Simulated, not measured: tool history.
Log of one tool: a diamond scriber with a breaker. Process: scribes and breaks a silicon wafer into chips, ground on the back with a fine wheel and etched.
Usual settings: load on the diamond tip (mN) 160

run,hour,load on the diamond tip (mN),wafers since the last listed run,hours since the diamond tip was replaced,hours since the load on the tip was calibrated,"incoming depth of the damage left on the back of the incoming wafer, um",depth of the median crack under the scribed line (nm),chips rejected at inspection after the break (%)
1,0.0,160,0,284.5,454.7,0.37,14090,1.48
# hour 6.7: diamond tip replaced by a new one
2,67.8,176,257,61.1,522.5,0.33,16520,0.75
3,86.8,176,74,80.1,541.5,0.48,16590,0.76
4,120.0,160,129,113.3,574.7,0.75,14940,0.45
5,135.9,160,62,129.2,590.6,0.36,15190,0.42
6,151.9,183,62,145.2,606.6,0.70,16510,0.96
7,182.1,183,118,175.4,636.8,0.63,16480,0.77
8,208.6,140,103,201.9,663.3,0.67,12970,2.92
9,234.3,140,100,227.6,689.0,0.48,12890,3.05
10,262.4,149,109,255.7,717.1,0.61,13390,2.17
11,289.0,149,104,282.3,743.7,0.70,13150,2.60
# hour 304.4: diamond tip replaced by a new one
12,311.7,175,80,7.3,766.4,0.36,16420,0.76
13,328.6,175,66,24.2,783.3,0.61,16590,0.74
14,358.6,175,117,54.2,813.3,0.69,16210,0.64
15,381.9,160,91,77.5,836.6,0.51,14760,0.46
16,396.5,160,57,92.1,851.2,0.53,15210,0.40
17,411.2,160,57,106.8,865.9,0.60,15100,0.43
18,433.2,160,86,128.8,887.9,0.50,14950,0.50
19,466.4,160,129,162.0,921.1,0.38,15320,0.49
20,496.9,193,119,192.5,951.6,0.57,17150,1.34
21,517.6,134,80,213.2,972.3,0.76,12360,4.17
22,535.9,115,71,231.5,990.6,0.34,10740,10.70
# hour 548.7: diamond tip replaced by a new one, of another model than before
23,557.8,194,77,9.1,1012.5,0.76,16600,1.06
24,576.3,160,72,27.6,1031.0,0.67,15180,0.41
# hour 608.9: load on the tip recalibrated
25,609.4,117,121,60.7,0.5,0.50,13410,2.32
26,633.0,160,92,84.3,24.1,0.63,15040,0.39
27,666.7,160,131,118.0,57.8,0.72,15080,0.45
28,691.2,135,95,142.5,82.3,0.69,14450,1.22
29,716.5,192,98,167.8,107.6,0.74,16800,0.52
30,737.5,130,82,188.8,128.6,0.78,13780,1.92
31,771.8,191,134,223.1,162.9,0.76,16180,0.39
32,803.9,160,125,255.2,195.0,0.61,14560,1.18
# hour 820.8: diamond tip replaced by a new one
33,821.3,179,60,0.5,212.4,0.55,15740,0.47
34,836.2,137,58,15.4,227.3,0.71,14300,1.18
35,862.0,132,100,41.2,253.1,0.44,13930,1.31
36,884.7,160,88,63.9,275.8,0.41,15000,0.45
37,912.8,172,109,92.0,303.9,0.65,14950,0.39
38,926.4,195,53,105.6,317.5,0.60,16590,0.80

Forecast each of these 5 alternatives for the next run:
A,927.0,160,2,106.2,318.1,0.65,?,?
B,927.0,118,2,106.2,318.1,0.65,?,?
C,927.0,112,2,106.2,318.1,0.65,?,?
D,927.0,116,2,106.2,318.1,0.65,?,?
E,927.0,189,2,106.2,318.1,0.65,?,?

run,depth of the median crack under the scribed line (nm),chips rejected at inspection after the break (%)
A,14490,0.51
B,12730,2.88
C,12470,3.54
D,12640,3.08
E,15640,0.61
Without the tool's hidden state the same runs would have given:
run,depth of the median crack under the scribed line (nm),chips rejected at inspection after the break (%)
A,14960,0.42
B,13140,2.01
C,12870,2.55
D,13050,2.18
E,16150,0.97
